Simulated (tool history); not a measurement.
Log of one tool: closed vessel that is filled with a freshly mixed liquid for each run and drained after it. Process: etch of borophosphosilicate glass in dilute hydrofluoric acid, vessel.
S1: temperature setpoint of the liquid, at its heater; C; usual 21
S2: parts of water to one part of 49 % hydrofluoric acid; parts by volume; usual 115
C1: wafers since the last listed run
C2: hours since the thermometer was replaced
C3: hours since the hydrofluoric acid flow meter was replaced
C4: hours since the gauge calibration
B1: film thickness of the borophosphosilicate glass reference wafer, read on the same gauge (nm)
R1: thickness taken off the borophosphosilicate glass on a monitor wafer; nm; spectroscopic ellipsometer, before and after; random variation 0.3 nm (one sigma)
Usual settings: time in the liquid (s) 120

Run 1, hour 0: usual settings; C1 0; C2 953.1; C3 1051.3; C4 486.2; B1 90.02. Result: R1 42.85 nm.
Run 2, hour 26.6: usual settings; C1 3389; C2 979.7; C3 1077.9; C4 512.8; B1 89.99. Result: R1 42.8 nm.
Run 3, hour 62.6: usual settings but S2 70 parts by volume; C1 4586; C2 1015.7; C3 1113.9; C4 548.8; B1 90. Result: R1 73.66 nm.
At hour 82: thermometer replaced.
Run 4, hour 131.1: usual settings but S1 19.5 C; C1 8600; C2 49.1; C3 1182.4; C4 617.3; B1 89.98. Result: R1 43.52 nm.
Run 5, hour 185.5: usual settings but S1 19.5 C; C1 6931; C2 103.5; C3 1236.8; C4 671.7; B1 89.99. Result: R1 43.4 nm.
Run 6, hour 253.2: usual settings but S1 19.5 C; C1 8625; C2 171.2; C3 1304.5; C4 739.4; B1 89.99. Result: R1 43.28 nm.
At hour 289.2: hydrofluoric acid flow meter replaced.
Run 7, hour 324.6: usual settings but S2 155 parts by volume; C1 8969; C2 242.6; C3 35.4; C4 810.8; B1 89.99. Result: R1 31.83 nm.
Run 8, hour 349.9: usual settings but S2 155 parts by volume; C1 3223; C2 267.9; C3 60.7; C4 836.1; B1 89.99. Result: R1 32.34 nm.
Run 9, hour 402.6: usual settings but S2 155 parts by volume; C1 6714; C2 320.6; C3 113.4; C4 888.8; B1 90. Result: R1 31.86 nm.
Run 10, hour 433.4: usual settings; C1 3924; C2 351.4; C3 144.2; C4 919.6; B1 90.02. Result: R1 45.17 nm.
Run 11, hour 459.5: usual settings but time in the liquid (s) 70; C1 3325; C2 377.5; C3 170.3; C4 945.7; B1 90. Result: R1 26.05 nm.
Run 12, hour 517: usual settings but S1 19.5 C; C1 7326; C2 435; C3 227.8; C4 1003.2; B1 90. Result: R1 41.9 nm.
Run 13, hour 577.4: usual settings but S2 155 parts by volume, time in the liquid (s) 75; C1 7695; C2 495.4; C3 288.2; C4 1063.6; B1 89.99. Result: R1 19.72 nm.
Run 14, hour 629.4: usual settings; C1 6625; C2 547.4; C3 340.2; C4 1115.6; B1 89.99. Result: R1 44.03 nm.
Run 15, hour 700.4: usual settings but S2 155 parts by volume; C1 9046; C2 618.4; C3 411.2; C4 1186.6; B1 90.01. Result: R1 31.71 nm.
Run 16, hour 749.4: usual settings but S1 25 C, S2 100 parts by volume, time in the liquid (s) 160; C1 6243; C2 667.4; C3 460.2; C4 1235.6; B1 90.01. Result: R1 79.81 nm.
Run 17, hour 817: usual settings but S1 18.5 C, S2 160 parts by volume, time in the liquid (s) 145; C1 8613; C2 735; C3 527.8; C4 1303.2; B1 90. Result: R1 32.77 nm.
Run 18, hour 865.7: usual settings but S1 17.5 C, S2 90 parts by volume, time in the liquid (s) 190; C1 6205; C2 783.7; C3 576.5; C4 1351.9; B1 90.01. Result: R1 77.39 nm.
Run 19, hour 906.5: usual settings but S1 20 C; C1 5198; C2 824.5; C3 617.3; C4 1392.7; B1 90. Result: R1 41.71 nm.
At hour 913.3: thermometer replaced.
Run 20, hour 965.4: usual settings but S1 18.5 C, S2 80 parts by volume, time in the liquid (s) 95; C1 7377; C2 52.1; C3 676.2; C4 1451.6; B1 90.01. Result: R1 49.52 nm.
At hour 975.9: gauge calibrated.
Run 21, hour 1034.7: usual settings but S1 17 C, time in the liquid (s) 100; C1 8829; C2 121.4; C3 745.5; C4 58.8; B1 89.99. Result: R1 32.77 nm.
Run 22, hour 1191.2: usual settings but S1 25.5 C; C1 19940; C2 277.9; C3 902; C4 215.3; B1 90.02. Result: R1 54.05 nm.
Run 23, hour 1235.2: usual settings but S1 25 C, S2 150 parts by volume, time in the liquid (s) 80; C1 5606; C2 321.9; C3 946; C4 259.3; B1 90.02. Result: R1 25.75 nm.
Run 24, hour 1374.5: usual settings; C1 17748; C2 461.2; C3 1085.3; C4 398.6; B1 89.98. Result: R1 44.71 nm.
Run 25, hour 1445.1: usual settings but S2 65 parts by volume; C1 8995; C2 531.8; C3 1155.9; C4 469.2; B1 90.02. Result: R1 83.47 nm.
Run 26, hour 1472.1: usual settings but S2 155 parts by volume; C1 3440; C2 558.8; C3 1182.9; C4 496.2; B1 90.01. Result: R1 31.82 nm.
Run 27, hour 1506.9: usual settings but S1 22.5 C, S2 75 parts by volume, time in the liquid (s) 100; C1 4433; C2 593.6; C3 1217.7; C4 531; B1 90. Result: R1 63.28 nm.
At hour 1561.5: hydrofluoric acid flow meter replaced.
Run 28, hour 1578.9: usual settings; C1 9046; C2 665.6; C3 17.4; C4 603; B1 90. Result: R1 43.86 nm.
Run 29, hour 1649.1: usual settings but S2 85 parts by volume; C1 8944; C2 735.8; C3 87.6; C4 673.2; B1 89.99. Result: R1 60.88 nm.
Run 30, hour 1687.2: usual settings; C1 4854; C2 773.9; C3 125.7; C4 711.3; B1 90. Result: R1 43.36 nm.
Run 31, hour 1765: usual settings but S1 23 C, time in the liquid (s) 150; C1 9912; C2 851.7; C3 203.5; C4 789.1; B1 89.99. Result: R1 58.27 nm.

Forecast run 32:
Run 32, hour 1807.3: usual settings but time in the liquid (s) 140; C1 5389; C2 894; C3 245.8; C4 831.4; B1 ?. Result: R1 ?.

B1: 89.98
R1: 50.11 nm
Without the tool's hidden state the same run would have given R1 54.67 nm.
